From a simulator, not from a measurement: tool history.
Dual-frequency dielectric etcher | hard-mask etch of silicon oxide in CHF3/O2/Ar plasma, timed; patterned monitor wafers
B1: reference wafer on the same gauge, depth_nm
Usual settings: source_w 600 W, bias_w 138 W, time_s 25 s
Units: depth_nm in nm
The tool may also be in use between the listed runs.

{"run": 1, "hour": 0.0, "source_w": 600, "bias_w": 138, "time_s": 25, "B1": 46.18, "depth_nm": 47.6}
{"run": 2, "hour": 48.4, "source_w": 600, "bias_w": 138, "time_s": 25, "B1": 46.2, "depth_nm": 47.65}
{"run": 3, "hour": 89.7, "source_w": 600, "bias_w": 138, "time_s": 25, "B1": 46.15, "depth_nm": 47.29}
{"run": 4, "hour": 160.2, "source_w": 600, "bias_w": 138, "time_s": 25, "B1": 46.17, "depth_nm": 47.12}
{"run": 5, "hour": 228.8, "source_w": 640, "bias_w": 138, "time_s": 25, "B1": 46.21, "depth_nm": 48.31}
{"hour": 296.0, "done": "wet clean of the chamber"}
{"run": 6, "hour": 296.5, "source_w": 640, "bias_w": 138, "time_s": 25, "B1": 46.19, "depth_nm": 49.38}
{"run": 7, "hour": 322.1, "source_w": 640, "bias_w": 138, "time_s": 25, "B1": 46.21, "depth_nm": 49.57}
{"run": 8, "hour": 384.2, "source_w": 600, "bias_w": 138, "time_s": 25, "B1": 46.2, "depth_nm": 48.1}
{"run": 9, "hour": 429.0, "source_w": 600, "bias_w": 138, "time_s": 25, "B1": 46.2, "depth_nm": 47.93}
{"run": 10, "hour": 475.9, "source_w": 600, "bias_w": 138, "time_s": 25, "B1": 46.18, "depth_nm": 47.85}
{"run": 11, "hour": 533.0, "source_w": 600, "bias_w": 138, "time_s": 25, "B1": 46.17, "depth_nm": 47.6}
{"run": 12, "hour": 598.4, "source_w": 600, "bias_w": 138, "time_s": 25, "B1": 46.19, "depth_nm": 47.45}
{"hour": 718.9, "done": "source power generator calibrated"}
{"run": 13, "hour": 719.4, "source_w": 600, "bias_w": 138, "time_s": 25, "B1": 46.22, "depth_nm": 46.18}
{"run": 14, "hour": 804.3, "source_w": 600, "bias_w": 138, "time_s": 28.5, "B1": 46.19, "depth_nm": 52.48}
{"hour": 806.1, "done": "gauge calibrated"}
{"hour": 852.5, "done": "wet clean of the chamber"}
{"run": 15, "hour": 865.3, "source_w": 600, "bias_w": 138, "time_s": 25, "B1": 46.19, "depth_nm": 47.37}
{"hour": 882.6, "done": "bias power generator calibrated"}
{"run": 16, "hour": 925.0, "source_w": 600, "bias_w": 118, "time_s": 27, "B1": 46.22, "depth_nm": 49.54}
{"run": 17, "hour": 956.8, "source_w": 600, "bias_w": 138, "time_s": 25, "B1": 46.15, "depth_nm": 47.11}
{"hour": 1010.2, "done": "upper electrode replaced"}
{"run": 18, "hour": 1023.6, "source_w": 750, "bias_w": 138, "time_s": 28, "B1": 46.22, "depth_nm": 57.45}
{"run": 19, "hour": 1072.8, "source_w": 730, "bias_w": 104, "time_s": 25, "B1": 46.21, "depth_nm": 48.29}
{"run": 20, "hour": 1141.2, "source_w": 640, "bias_w": 138, "time_s": 25, "B1": 46.21, "depth_nm": 47.98}
{"run": 21, "hour": 1205.6, "source_w": 540, "bias_w": 138, "time_s": 32, "B1": 46.19, "depth_nm": 57.45}
{"run": 22, "hour": 1250.4, "source_w": 600, "bias_w": 138, "time_s": 25, "B1": 46.17, "depth_nm": 46.72}
{"hour": 1311.0, "done": "wet clean of the chamber"}
{"run": 23, "hour": 1311.5, "source_w": 750, "bias_w": 119, "time_s": 27, "B1": 46.17, "depth_nm": 54.58}
{"run": 24, "hour": 1337.0, "source_w": 600, "bias_w": 138, "time_s": 17.5, "B1": 46.21, "depth_nm": 33.24}
{"run": 25, "hour": 1363.9, "source_w": 600, "bias_w": 138, "time_s": 27.5, "B1": 46.19, "depth_nm": 52.14}
{"run": 26, "hour": 1473.1, "source_w": 520, "bias_w": 138, "time_s": 28, "B1": 46.19, "depth_nm": 49.94}
{"run": 27, "hour": 1497.6, "source_w": 600, "bias_w": 138, "time_s": 25, "B1": 46.21, "depth_nm": 47.17}
{"run": 28, "hour": 1525.6, "source_w": 510, "bias_w": 105, "time_s": 18, "B1": 46.22, "depth_nm": 30.24}
{"run": 29, "hour": 1559.3, "source_w": 600, "bias_w": 138, "time_s": 25, "B1": 46.23, "depth_nm": 47.19}

Measured less the same run without the tool's hidden state. The same run-to-run variation is in both; the gauge's scatter may not be:
The hidden state here: etch rate over this chamber's usual, %; source power that arrives over what is set, %; bias power that arrives over what is set, %; gauge reads high (%).
run=1 depth_nm=+0.31
run=2 depth_nm=+0.19
run=3 depth_nm=+0.08
run=4 depth_nm=-0.11
run=5 depth_nm=-0.29
run=6 depth_nm=+0.97
run=7 depth_nm=+0.91
run=8 depth_nm=+0.72
run=9 depth_nm=+0.6
run=10 depth_nm=+0.47
run=11 depth_nm=+0.33
run=12 depth_nm=+0.15
run=13 depth_nm=-1.09
run=14 depth_nm=-1.4
run=15 depth_nm=-0.03
run=16 depth_nm=-0.13
run=17 depth_nm=-0.19
run=18 depth_nm=-0.38
run=19 depth_nm=-0.42
run=20 depth_nm=-0.56
run=21 depth_nm=-0.83
run=22 depth_nm=-0.77
run=23 depth_nm=+0.28
run=24 depth_nm=+0.13
run=25 depth_nm=+0.15
run=26 depth_nm=-0.12
run=27 depth_nm=-0.16
run=28 depth_nm=-0.14
run=29 depth_nm=-0.3

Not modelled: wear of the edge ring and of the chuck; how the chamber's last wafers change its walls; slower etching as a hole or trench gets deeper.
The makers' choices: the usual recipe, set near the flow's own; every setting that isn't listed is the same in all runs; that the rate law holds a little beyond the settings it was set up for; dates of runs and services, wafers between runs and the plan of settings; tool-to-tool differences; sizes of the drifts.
